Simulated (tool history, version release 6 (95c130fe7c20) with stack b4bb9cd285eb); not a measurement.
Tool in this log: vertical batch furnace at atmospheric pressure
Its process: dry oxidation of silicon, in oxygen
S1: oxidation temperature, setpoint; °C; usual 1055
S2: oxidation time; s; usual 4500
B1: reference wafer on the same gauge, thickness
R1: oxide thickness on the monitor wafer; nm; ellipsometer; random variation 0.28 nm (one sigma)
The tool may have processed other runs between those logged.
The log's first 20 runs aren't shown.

{"run": 21, "hour": 1125.8, "S1": 1055, "S2": 4500, "B1": 89.94, "R1": 109.65}
{"run": 22, "hour": 1162.2, "S1": 1055, "S2": 2370, "B1": 89.87, "R1": 75.35}
{"run": 23, "hour": 1186.6, "S1": 1055, "S2": 4500, "B1": 89.95, "R1": 109.38}
{"run": 24, "hour": 1227.2, "S1": 1071, "S2": 5070, "B1": 90.01, "R1": 132.59}
{"run": 25, "hour": 1288.8, "S1": 1078, "S2": 4500, "B1": 89.98, "R1": 129.25}
{"run": 26, "hour": 1328.2, "S1": 1055, "S2": 4500, "B1": 89.97, "R1": 109.95}
{"run": 27, "hour": 1372.5, "S1": 1066, "S2": 6510, "B1": 90.03, "R1": 149.47}
{"run": 28, "hour": 1417.1, "S1": 1055, "S2": 4500, "B1": 90.02, "R1": 109.67}
{"run": 29, "hour": 1458.9, "S1": 1080, "S2": 3300, "B1": 89.98, "R1": 109.64}
{"run": 30, "hour": 1519.1, "S1": 1055, "S2": 4500, "B1": 90.21, "R1": 110.21}
{"run": 31, "hour": 1560.8, "S1": 1034, "S2": 3060, "B1": 90.14, "R1": 74.87}
{"run": 32, "hour": 1616.8, "S1": 1031, "S2": 5940, "B1": 90.12, "R1": 108.14}
{"run": 33, "hour": 1645.4, "S1": 1067, "S2": 3390, "B1": 90.05, "R1": 101.93}
{"run": 34, "hour": 1669.9, "S1": 1044, "S2": 5760, "B1": 90.11, "R1": 117.36}
{"run": 35, "hour": 1712.4, "S1": 1062, "S2": 4500, "B1": 90.08, "R1": 115.68}
{"run": 36, "hour": 1773.1, "S1": 1067, "S2": 5280, "B1": 90.18, "R1": 132.22}
{"run": 37, "hour": 1799.2, "S1": 1066, "S2": 6510, "B1": 90.13, "R1": 149.42}
{"run": 38, "hour": 1831.3, "S1": 1067, "S2": 5280, "B1": 90.2, "R1": 132.82}
{"run": 39, "hour": 1902.4, "S1": 1069, "S2": 3360, "B1": 90.16, "R1": 102.6}
{"run": 40, "hour": 1967.1, "S1": 1055, "S2": 4500, "B1": 90.31, "R1": 109.89}

What if the next run were any one of these 3? Each begins from the tool's condition after run 40:
{"run": "A", "hour": 1971.6, "S1": 1055, "S2": 3150, "B1": "?", "R1": "?"}
{"run": "B", "hour": 1971.6, "S1": 1061, "S2": 5580, "B1": "?", "R1": "?"}
{"run": "C", "hour": 1971.6, "S1": 1065, "S2": 3270, "B1": "?", "R1": "?"}

run=A B1=90.23 R1=88.89
run=B B1=90.23 R1=130.53
run=C B1=90.23 R1=97.76
Without the tool's hidden state the same runs would have given:
run=A R1=87.72
run=B R1=128.82
run=C R1=96.47
